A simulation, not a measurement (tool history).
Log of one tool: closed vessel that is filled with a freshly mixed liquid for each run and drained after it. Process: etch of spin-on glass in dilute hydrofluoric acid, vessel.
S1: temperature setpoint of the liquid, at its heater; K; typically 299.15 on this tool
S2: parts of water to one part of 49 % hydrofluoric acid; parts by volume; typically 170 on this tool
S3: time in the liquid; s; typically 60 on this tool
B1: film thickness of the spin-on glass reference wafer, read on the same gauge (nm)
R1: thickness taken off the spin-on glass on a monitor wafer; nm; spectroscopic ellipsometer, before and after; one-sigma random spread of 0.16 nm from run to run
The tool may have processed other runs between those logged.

run	day	S1	S2	S3	B1	R1
1	0.000	299.15	170	60	120.00	14.57
2	0.583	299.15	170	60	120.00	14.40
3	1.333	299.15	170	60	119.99	14.53
4	2.288	299.15	170	60	119.96	14.50
5	3.558	299.15	170	60	120.01	14.66
6	4.229	299.15	170	60	119.99	14.10
7	5.162	299.15	170	60	119.98	14.05
8	6.262	299.15	170	80	120.01	19.13
9	7.562	298.15	170	60	119.99	13.56
10	8.875	298.15	170	60	119.97	13.58
11	10.250	298.15	170	60	119.99	13.40
12	11.512	299.15	230	60	120.02	9.47
13	13.125	299.15	230	60	120.01	9.49
14	13.983	300.65	215	35	120.02	6.43
15	14.879	301.15	235	60	120.00	9.99
16	16.088	304.15	125	30	120.00	12.26
# day 17.208: hydrofluoric acid flow meter replaced
17	17.275	296.15	170	50	120.03	12.12
18	17.988	299.15	170	60	119.99	16.03
19	19.312	295.15	170	60	120.01	13.51
20	19.850	294.65	235	95	119.99	14.52
21	20.962	294.65	130	45	119.98	13.79
# day 21.354: thermometer replaced
22	22.142	299.15	170	35	119.99	9.36
# day 22.562: gauge calibrated
23	23.175	303.15	150	30	119.95	10.77
24	24.567	299.15	170	60	120.00	15.87
25	25.742	299.15	170	60	120.02	15.69
26	27.200	299.15	170	60	120.03	15.91
27	28.546	299.15	170	60	119.98	15.61

Predict each of these 3 candidate next runs independently; none follows another, all start after run 27:
A	28.575	299.15	170	60	?	?
B	28.575	297.65	215	40	?	?
C	28.575	302.15	170	50	?	?

run	B1	R1
A	120.02	15.67
B	120.02	7.43
C	120.02	14.56
With the hidden condition removed and each run's random variation left untouched, the same runs would have given:
run	R1
A	16.11
B	7.64
C	14.97

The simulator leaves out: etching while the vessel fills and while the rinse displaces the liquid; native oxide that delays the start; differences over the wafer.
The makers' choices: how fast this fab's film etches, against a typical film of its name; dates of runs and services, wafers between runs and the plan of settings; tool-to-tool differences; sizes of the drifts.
